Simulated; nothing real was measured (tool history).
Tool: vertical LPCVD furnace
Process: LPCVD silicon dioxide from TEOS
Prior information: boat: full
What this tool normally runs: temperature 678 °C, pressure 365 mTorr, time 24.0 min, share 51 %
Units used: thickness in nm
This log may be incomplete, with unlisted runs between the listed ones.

run    hour  temperature  pressure  time  share  wafers since the last listed run  hours since the last temperature calibration  hours since the pressure gauge was zeroed  hours since the TEOS flow controller was replaced  hours since the gauge calibration  read-back reference wafer on the same gauge, thickness  thickness
  1     0.0          678       310  24.0     51                                 0                                        2255.0                                     1176.3                                             2677.8                              506.2                                                   90.98      80.90
  2   123.8          678       435  24.0     51                              1413                                        2378.8                                     1300.1                                             2801.6                              630.0                                                   91.06      96.14
  3   161.0          678       435  24.0     51                               424                                        2416.0                                     1337.3                                             2838.8                              667.2                                                   91.00      95.87
  4   198.8          678       435  24.0     51                               431                                        2453.8                                     1375.1                                             2876.6                              705.0                                                   90.86      96.06
  5   276.3          678       385  24.0     45                               885                                        2531.3                                     1452.6                                             2954.1                              782.5                                                   91.02      84.68
  6   369.7          678       385  24.0     45                              1066                                        2624.7                                     1546.0                                             3047.5                              875.9                                                   90.97      84.24
  7   436.6          678       365  24.0     51                               763                                        2691.6                                     1612.9                                             3114.4                              942.8                                                   91.00      87.48
  8   510.3          678       365  24.0     51                               841                                        2765.3                                     1686.6                                             3188.1                             1016.5                                                   91.04      87.49
  9   558.6          678       365  24.0     51                               551                                        2813.6                                     1734.9                                             3236.4                             1064.8                                                   91.00      87.20
 10   666.2          678       365  24.0     51                              1228                                        2921.2                                     1842.5                                             3344.0                             1172.4                                                   90.98      87.08
 11   752.4          678       365  24.0     51                               984                                        3007.4                                     1928.7                                             3430.2                             1258.6                                                   91.00      87.19
 12   808.4          675       365  18.5     51                               639                                        3063.4                                     1984.7                                             3486.2                             1314.6                                                   90.93      62.14
      833.3  -- TEOS flow controller replaced
      849.5  -- pressure gauge zeroed
 13   914.9          675       365  18.5     51                               757                                        3169.9                                       65.4                                               81.6                             1421.1                                                   91.01      63.70
 14   998.2          678       365  24.0     51                               951                                        3253.2                                      148.7                                              164.9                             1504.4                                                   91.02      88.90
 15  1068.2          685       365  18.0     51                               799                                        3323.2                                      218.7                                              234.9                             1574.4                                                   91.02      78.91
 16  1130.4          678       365  24.0     51                               710                                        3385.4                                      280.9                                              297.1                             1636.6                                                   91.00      88.86
 17  1219.3          678       340  24.0     51                              1015                                        3474.3                                      369.8                                              386.0                             1725.5                                                   91.00      85.46
     1242.4  -- gauge calibrated
 18  1313.8          683       320  20.0     55                              1079                                        3568.8                                      464.3                                              480.5                               71.4                                                   90.92      80.84
 19  1370.6          683       365  24.0     44                               648                                        3625.6                                      521.1                                              537.3                              128.2                                                   91.00      92.75
     1483.7  -- thermocouples replaced and temperature profile calibrated
 20  1484.2          678       365  24.0     51                              1023                                           0.5                                      634.7                                              650.9                              241.8                                                   91.10      88.57
 21  1520.6          683       290  28.5     48                               415                                          36.9                                      671.1                                              687.3                              278.2                                                   91.01     102.12
 22  1623.8          678       365  24.0     51                              1178                                         140.1                                      774.3                                              790.5                              381.4                                                   91.00      88.13
 23  1700.4          672       430  24.0     51                               874                                         216.7                                      850.9                                              867.1                              458.0                                                   91.00      82.78
 24  1801.7          678       365  24.0     51                              1156                                         318.0                                      952.2                                              968.4                              559.3                                                   90.95      88.03
 25  1843.5          678       365  28.0     51                               477                                         359.8                                      994.0                                             1010.2                              601.1                                                   91.07     102.59
 26  2119.2          669       415  33.0     51                              3148                                         635.5                                     1269.7                                             1285.9                              876.8                                                   91.03     103.39
 27  2227.1          678       365  24.0     48                              1232                                         743.4                                     1377.6                                             1393.8                              984.7                                                   91.07      85.06
 28  2281.9          671       365  24.0     44                               625                                         798.2                                     1432.4                                             1448.6                             1039.5                                                   91.06      68.46
 29  2376.6          678       365  24.0     51                              1081                                         892.9                                     1527.1                                             1543.3                             1134.2                                                   91.01      87.49

Branching from run 29: 4 alternative next runs. What would each branch give?
  A  2381.7          678       365  24.0     51                                58                                         898.0                                     1532.2                                             1548.4                             1139.3                                                       ?          ?
  B  2381.7          688       365  30.0     43                                58                                         898.0                                     1532.2                                             1548.4                             1139.3                                                       ?          ?
  C  2381.7          678       365  24.0     46                                58                                         898.0                                     1532.2                                             1548.4                             1139.3                                                       ?          ?
  D  2381.7          672       295  24.0     51                                58                                         898.0                                     1532.2                                             1548.4                             1139.3                                                       ?          ?

run  read-back reference wafer on the same gauge, thickness  thickness
  A                                                   90.97      87.62
  B                                                   90.97     127.99
  C                                                   90.97      83.22
  D                                                   90.97      67.68
Take away the tool's hidden state, keep each run's random variation, and the runs would have read:
run  thickness
  A      89.37
  B     130.53
  C      84.87
  D      69.35
